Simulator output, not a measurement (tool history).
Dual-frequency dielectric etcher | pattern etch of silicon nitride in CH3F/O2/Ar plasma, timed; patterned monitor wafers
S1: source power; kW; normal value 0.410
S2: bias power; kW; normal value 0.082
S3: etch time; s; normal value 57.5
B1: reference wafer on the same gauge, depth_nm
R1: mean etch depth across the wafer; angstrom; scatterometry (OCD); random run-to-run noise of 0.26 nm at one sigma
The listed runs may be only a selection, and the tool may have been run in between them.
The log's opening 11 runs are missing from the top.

At hour 284.5: bias power generator calibrated.
Run 12, hour 298.0: usual settings but S3 67.0 s; B1 45.27. Result: R1 476.8 angstrom.
Run 13, hour 319.7: usual settings; B1 45.29. Result: R1 411.6 angstrom.
At hour 358.3: wet clean of the chamber.
At hour 379.7: upper electrode replaced, of another model than before.
Run 14, hour 380.2: usual settings but S1 0.320 kW, S2 0.089 kW; B1 45.30. Result: R1 365.3 angstrom.
Run 15, hour 380.5: usual settings but S1 0.510 kW; B1 45.38. Result: R1 432.6 angstrom.
Run 16, hour 399.7: usual settings; B1 45.30. Result: R1 404.4 angstrom.
Run 17, hour 428.6: usual settings; B1 45.27. Result: R1 395.8 angstrom.
Run 18, hour 458.8: usual settings but S1 0.350 kW, S2 0.076 kW, S3 41.0 s; B1 45.30. Result: R1 266.2 angstrom.
Run 19, hour 485.9: usual settings but S1 0.470 kW, S2 0.092 kW, S3 63.0 s; B1 45.37. Result: R1 471.2 angstrom.
At hour 494.1: gauge calibrated.
Run 20, hour 519.7: usual settings but S2 0.064 kW; B1 45.23. Result: R1 392.8 angstrom.
Run 21, hour 551.2: usual settings but S1 0.440 kW, S3 41.5 s; B1 45.30. Result: R1 298.8 angstrom.
Run 22, hour 579.2: usual settings but S3 44.0 s; B1 45.39. Result: R1 309.8 angstrom.
At hour 584.9: source power generator calibrated.
Run 23, hour 601.8: usual settings but S1 0.470 kW, S2 0.092 kW, S3 63.0 s; B1 45.30. Result: R1 471.9 angstrom.
Run 24, hour 622.4: usual settings; B1 45.31. Result: R1 406.1 angstrom.
Run 25, hour 652.5: usual settings but S1 0.500 kW, S2 0.075 kW; B1 45.29. Result: R1 432.1 angstrom.
Run 26, hour 666.7: usual settings but S1 0.360 kW, S2 0.101 kW, S3 41.0 s; B1 45.30. Result: R1 279.7 angstrom.
Run 27, hour 694.0: usual settings but S2 0.064 kW; B1 45.29. Result: R1 394.4 angstrom.
Run 28, hour 724.0: usual settings; B1 45.21. Result: R1 405.0 angstrom.
Run 29, hour 758.4: usual settings; B1 45.33. Result: R1 411.2 angstrom.
Run 30, hour 811.9: usual settings but S1 0.350 kW, S3 49.5 s; B1 45.26. Result: R1 329.4 angstrom.

What if the next run were any one of these 4? Each begins from the tool's condition after run 30:
Run A, hour 812.3: usual settings but S3 68.0 s; B1 ?. Result: R1 ?.
Run B, hour 812.3: usual settings but S3 66.5 s; B1 ?. Result: R1 ?.
Run C, hour 812.3: usual settings but S1 0.360 kW; B1 ?. Result: R1 ?.
Run D, hour 812.3: usual settings but S1 0.480 kW; B1 ?. Result: R1 ?.

run     B1     R1
  A  45.23  484.5
  B  45.23  473.9
  C  45.23  388.3
  D  45.23  437.1
What these runs would have given with no unlogged condition in the tool:
run     R1
  A  474.4
  B  463.9
  C  380.1
  D  427.9
